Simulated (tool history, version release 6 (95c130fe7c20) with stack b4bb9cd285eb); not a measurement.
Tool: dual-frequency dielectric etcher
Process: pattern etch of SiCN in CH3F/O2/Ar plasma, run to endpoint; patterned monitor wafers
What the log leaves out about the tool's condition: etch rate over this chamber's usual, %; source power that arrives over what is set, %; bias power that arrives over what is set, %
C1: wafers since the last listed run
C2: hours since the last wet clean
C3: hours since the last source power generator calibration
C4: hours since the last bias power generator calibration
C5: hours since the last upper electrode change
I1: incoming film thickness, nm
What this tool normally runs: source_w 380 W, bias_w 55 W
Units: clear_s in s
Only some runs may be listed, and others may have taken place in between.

{"run": 1, "hour": 0.0, "source_w": 380, "bias_w": 55, "C1": 0, "C2": 328.2, "C3": 3606.4, "C4": 2678.8, "C5": 2503.7, "I1": 8.17, "clear_s": 28.2}
{"run": 2, "hour": 15.4, "source_w": 380, "bias_w": 47, "C1": 198, "C2": 343.6, "C3": 3621.8, "C4": 2694.2, "C5": 2519.1, "I1": 8.12, "clear_s": 28.8}
{"run": 3, "hour": 22.9, "source_w": 380, "bias_w": 47, "C1": 96, "C2": 351.1, "C3": 3629.3, "C4": 2701.7, "C5": 2526.6, "I1": 8.01, "clear_s": 28.6}
{"run": 4, "hour": 39.1, "source_w": 380, "bias_w": 47, "C1": 208, "C2": 367.3, "C3": 3645.5, "C4": 2717.9, "C5": 2542.8, "I1": 8.09, "clear_s": 28.8}
{"run": 5, "hour": 56.4, "source_w": 380, "bias_w": 46, "C1": 222, "C2": 384.6, "C3": 3662.8, "C4": 2735.2, "C5": 2560.1, "I1": 8.09, "clear_s": 28.9}
{"run": 6, "hour": 70.8, "source_w": 440, "bias_w": 60, "C1": 185, "C2": 399.0, "C3": 3677.2, "C4": 2749.6, "C5": 2574.5, "I1": 8.2, "clear_s": 26.3}
{"run": 7, "hour": 87.7, "source_w": 440, "bias_w": 60, "C1": 217, "C2": 415.9, "C3": 3694.1, "C4": 2766.5, "C5": 2591.4, "I1": 8.08, "clear_s": 26.4}
{"run": 8, "hour": 104.7, "source_w": 380, "bias_w": 55, "C1": 218, "C2": 432.9, "C3": 3711.1, "C4": 2783.5, "C5": 2608.4, "I1": 8.22, "clear_s": 28.5}
{"run": 9, "hour": 114.3, "source_w": 380, "bias_w": 55, "C1": 123, "C2": 442.5, "C3": 3720.7, "C4": 2793.1, "C5": 2618.0, "I1": 8.14, "clear_s": 28.1}
{"run": 10, "hour": 125.7, "source_w": 380, "bias_w": 55, "C1": 146, "C2": 453.9, "C3": 3732.1, "C4": 2804.5, "C5": 2629.4, "I1": 8.02, "clear_s": 27.9}
{"hour": 130.2, "done": "source power generator calibrated"}
{"run": 11, "hour": 135.2, "source_w": 380, "bias_w": 55, "C1": 70, "C2": 463.4, "C3": 5.0, "C4": 2814.0, "C5": 2638.9, "I1": 8.09, "clear_s": 28.1}
{"run": 12, "hour": 155.1, "source_w": 430, "bias_w": 55, "C1": 256, "C2": 483.3, "C3": 24.9, "C4": 2833.9, "C5": 2658.8, "I1": 8.15, "clear_s": 27.2}
{"run": 13, "hour": 171.4, "source_w": 430, "bias_w": 55, "C1": 209, "C2": 499.6, "C3": 41.2, "C4": 2850.2, "C5": 2675.1, "I1": 8.1, "clear_s": 27.0}
{"hour": 206.4, "done": "wet clean of the chamber"}
{"hour": 215.9, "done": "upper electrode replaced"}
{"run": 14, "hour": 216.4, "source_w": 380, "bias_w": 55, "C1": 148, "C2": 10.0, "C3": 86.2, "C4": 2895.2, "C5": 0.5, "I1": 8.08, "clear_s": 26.4}
{"run": 15, "hour": 218.9, "source_w": 300, "bias_w": 59, "C1": 32, "C2": 12.5, "C3": 88.7, "C4": 2897.7, "C5": 3.0, "I1": 8.05, "clear_s": 28.5}
{"run": 16, "hour": 233.6, "source_w": 460, "bias_w": 42, "C1": 189, "C2": 27.2, "C3": 103.4, "C4": 2912.4, "C5": 17.7, "I1": 8.11, "clear_s": 26.1}
{"run": 17, "hour": 244.5, "source_w": 320, "bias_w": 45, "C1": 140, "C2": 38.1, "C3": 114.3, "C4": 2923.3, "C5": 28.6, "I1": 8.04, "clear_s": 29.7}
{"run": 18, "hour": 257.4, "source_w": 420, "bias_w": 41, "C1": 166, "C2": 51.0, "C3": 127.2, "C4": 2936.2, "C5": 41.5, "I1": 8.07, "clear_s": 27.5}
{"run": 19, "hour": 267.6, "source_w": 430, "bias_w": 44, "C1": 131, "C2": 61.2, "C3": 137.4, "C4": 2946.4, "C5": 51.7, "I1": 8.08, "clear_s": 26.8}
{"run": 20, "hour": 274.0, "source_w": 380, "bias_w": 55, "C1": 82, "C2": 67.6, "C3": 143.8, "C4": 2952.8, "C5": 58.1, "I1": 8.14, "clear_s": 27.1}
{"run": 21, "hour": 280.7, "source_w": 430, "bias_w": 68, "C1": 86, "C2": 74.3, "C3": 150.5, "C4": 2959.5, "C5": 64.8, "I1": 8.19, "clear_s": 24.7}
{"hour": 291.8, "done": "bias power generator calibrated"}
{"run": 22, "hour": 292.3, "source_w": 350, "bias_w": 64, "C1": 97, "C2": 85.9, "C3": 162.1, "C4": 0.5, "C5": 76.4, "I1": 8.2, "clear_s": 27.1}
{"run": 23, "hour": 307.3, "source_w": 480, "bias_w": 47, "C1": 193, "C2": 100.9, "C3": 177.1, "C4": 15.5, "C5": 91.4, "I1": 8.06, "clear_s": 25.8}
{"run": 24, "hour": 317.3, "source_w": 440, "bias_w": 49, "C1": 128, "C2": 110.9, "C3": 187.1, "C4": 25.5, "C5": 101.4, "I1": 8.07, "clear_s": 26.3}
{"run": 25, "hour": 332.0, "source_w": 380, "bias_w": 55, "C1": 189, "C2": 125.6, "C3": 201.8, "C4": 40.2, "C5": 116.1, "I1": 8.09, "clear_s": 27.1}
{"run": 26, "hour": 344.0, "source_w": 380, "bias_w": 55, "C1": 154, "C2": 137.6, "C3": 213.8, "C4": 52.2, "C5": 128.1, "I1": 8.17, "clear_s": 27.4}
{"run": 27, "hour": 358.8, "source_w": 380, "bias_w": 55, "C1": 190, "C2": 152.4, "C3": 228.6, "C4": 67.0, "C5": 142.9, "I1": 8.2, "clear_s": 27.7}
{"run": 28, "hour": 373.5, "source_w": 290, "bias_w": 55, "C1": 189, "C2": 167.1, "C3": 243.3, "C4": 81.7, "C5": 157.6, "I1": 8.06, "clear_s": 29.8}
{"run": 29, "hour": 391.2, "source_w": 330, "bias_w": 42, "C1": 227, "C2": 184.8, "C3": 261.0, "C4": 99.4, "C5": 175.3, "I1": 8.05, "clear_s": 30.4}

Here are 3 independent what-if runs from the current tool condition. What would each one return?
{"run": "A", "hour": 391.6, "source_w": 380, "bias_w": 55, "C1": 5, "C2": 185.2, "C3": 261.4, "C4": 99.8, "C5": 175.7, "I1": 8.15, "clear_s": "?"}
{"run": "B", "hour": 391.6, "source_w": 350, "bias_w": 51, "C1": 5, "C2": 185.2, "C3": 261.4, "C4": 99.8, "C5": 175.7, "I1": 8.15, "clear_s": "?"}
{"run": "C", "hour": 391.6, "source_w": 440, "bias_w": 55, "C1": 5, "C2": 185.2, "C3": 261.4, "C4": 99.8, "C5": 175.7, "I1": 8.15, "clear_s": "?"}

run=A clear_s=27.4
run=B clear_s=28.7
run=C clear_s=25.9
With the hidden condition removed and each run's random variation left untouched, the same runs would have given:
run=A clear_s=26.8
run=B clear_s=28.1
run=C clear_s=25.4
